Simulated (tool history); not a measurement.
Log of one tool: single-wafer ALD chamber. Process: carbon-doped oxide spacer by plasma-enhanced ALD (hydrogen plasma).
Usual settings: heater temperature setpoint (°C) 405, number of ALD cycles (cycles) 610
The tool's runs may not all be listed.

run,hour,heater temperature setpoint (°C),number of ALD cycles (cycles),"read-back reference wafer on the same gauge, thickness_nm",mean film thickness on the monitor wafer (angstrom)
1,0.0,405,610,30.217,322.47
2,15.6,405,610,30.211,324.31
3,31.6,405,610,30.213,323.30
4,47.1,397,532,30.178,286.69
5,58.7,397,532,30.165,286.59
6,74.0,405,610,30.169,324.35
7,83.0,405,610,30.167,322.96
8,100.5,405,610,30.150,323.94
9,115.6,405,662,30.124,350.98
10,127.8,405,662,30.126,350.05
11,134.9,405,610,30.108,322.39
12,178.8,405,610,30.074,324.23
13,196.4,405,610,30.051,323.18
14,202.9,397,610,30.032,326.70
15,213.1,397,610,30.022,326.26
16,221.7,397,610,30.014,326.39
17,235.3,405,610,29.986,321.32
18,247.8,419,673,29.978,341.38
19,262.5,405,662,29.969,348.01
20,274.1,399,534,29.926,286.44
# hour 282.8: thermocouple changed; heater temperature recalibrated
21,284.6,401,689,29.908,364.65
22,295.8,405,610,29.909,321.25
23,310.9,416,682,29.884,346.33
# hour 325.4: gauge calibrated
24,327.8,405,509,30.298,271.15
25,336.1,405,671,30.319,356.05
26,390.0,405,709,30.299,376.58

Run 27 comes next. What will it give?
27,405.1,405,610,?,?

Run 27 gave read-back reference wafer on the same gauge, thickness_nm 30.302, mean film thickness on the monitor wafer (angstrom) 323.95.
Without the tool's hidden state the same run would have given mean film thickness on the monitor wafer (angstrom) 323.92.
